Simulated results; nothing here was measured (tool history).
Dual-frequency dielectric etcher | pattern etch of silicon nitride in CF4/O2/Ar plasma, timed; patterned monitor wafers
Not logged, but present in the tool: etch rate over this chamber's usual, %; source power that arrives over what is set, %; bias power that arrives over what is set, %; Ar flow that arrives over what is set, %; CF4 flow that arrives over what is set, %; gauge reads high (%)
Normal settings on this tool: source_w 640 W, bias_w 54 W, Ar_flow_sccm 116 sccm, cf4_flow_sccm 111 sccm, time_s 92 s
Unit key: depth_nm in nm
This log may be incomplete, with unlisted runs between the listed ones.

run	hour	source_w	bias_w	Ar_flow_sccm	cf4_flow_sccm	time_s	wafers since the last listed run	hours since the last wet clean	hours since the last source power generator calibration	hours since the last bias power generator calibration	hours since the last Ar flow controller change	hours since the last CF4 flow controller change	hours since the last upper electrode change	hours since the gauge calibration	read-back reference wafer on the same gauge, depth_nm	depth_nm
1	0	640	54	116	111	92	0	527	2303.1	0.5	2324.8	1717.1	2521.2	441.9	230.2	225.7
2	11.9	640	54	116	111	92	167	538.9	2315	12.4	2336.7	1729	2533.1	453.8	230	228.1
3	26.7	640	54	116	111	92	207	553.7	2329.8	27.2	2351.5	1743.8	2547.9	468.6	230	228.3
4	49	640	54	116	111	92	313	576	2352.1	49.5	2373.8	1766.1	2570.2	490.9	230.6	226.4
# hour 79.6: Ar flow controller replaced
# hour 95: wet clean of the chamber
5	95.5	640	54	116	111	92	352	0.5	2398.6	96	15.9	1812.6	2616.7	537.4	230	226.7
6	102.8	640	54	116	111	92	102	7.8	2405.9	103.3	23.2	1819.9	2624	544.7	230	229.1
7	123.8	640	54	116	111	92	295	28.8	2426.9	124.3	44.2	1840.9	2645	565.7	229.9	225.7
8	136.8	640	54	116	111	92	182	41.8	2439.9	137.3	57.2	1853.9	2658	578.7	230.7	226.9
9	149.4	590	54	116	84	79.5	177	54.4	2452.5	149.9	69.8	1866.5	2670.6	591.3	231	176.1
# hour 151.7: gauge calibrated
10	179.4	640	54	100	111	92	421	84.4	2482.5	179.9	99.8	1896.5	2700.6	27.7	229.7	231.6
# hour 219.2: upper electrode replaced
11	219.7	640	42	116	111	92	229	124.7	2522.8	220.2	140.1	1936.8	0.5	68	230	203.7
12	229.8	640	64	135	124	73.5	141	134.8	2532.9	230.3	150.2	1946.9	10.6	78.1	229.5	191.4
13	243.1	640	54	116	111	92	186	148.1	2546.2	243.6	163.5	1960.2	23.9	91.4	229.9	225.2
14	271.7	640	54	116	111	92	401	176.7	2574.8	272.2	192.1	1988.8	52.5	120	230.2	224.9
# hour 277: source power generator calibrated
# hour 279.7: CF4 flow controller replaced
15	375	590	54	116	84	79.5	1356	280	98	375.5	295.4	95.3	155.8	223.3	229.5	175.8
16	399.3	640	45	116	92	118	341	304.3	122.3	399.8	319.7	119.6	180.1	247.6	230.3	262.4
17	418.6	640	54	116	111	76	271	323.6	141.6	419.1	339	138.9	199.4	266.9	230.4	186.3
18	438.4	640	45	116	126	111.5	278	343.4	161.4	438.9	358.8	158.7	219.2	286.7	229.9	262.5
19	462.3	640	67	116	111	92	335	367.3	185.3	462.8	382.7	182.6	243.1	310.6	230	245.1
20	478.8	570	54	124	136	99.5	231	383.8	201.8	479.3	399.2	199.1	259.6	327.1	230.6	224.8

For each run, what was the tool's unlogged condition?
etch rate over this chamber's usual, %: 0 on each run
source power that arrives over what is set, %: 0 on each run
bias power that arrives over what is set, %: 0 on each run
Ar flow that arrives over what is set, %: 0 on each run
CF4 flow that arrives over what is set, %: 0 on each run
gauge reads high (%): 0 on each run

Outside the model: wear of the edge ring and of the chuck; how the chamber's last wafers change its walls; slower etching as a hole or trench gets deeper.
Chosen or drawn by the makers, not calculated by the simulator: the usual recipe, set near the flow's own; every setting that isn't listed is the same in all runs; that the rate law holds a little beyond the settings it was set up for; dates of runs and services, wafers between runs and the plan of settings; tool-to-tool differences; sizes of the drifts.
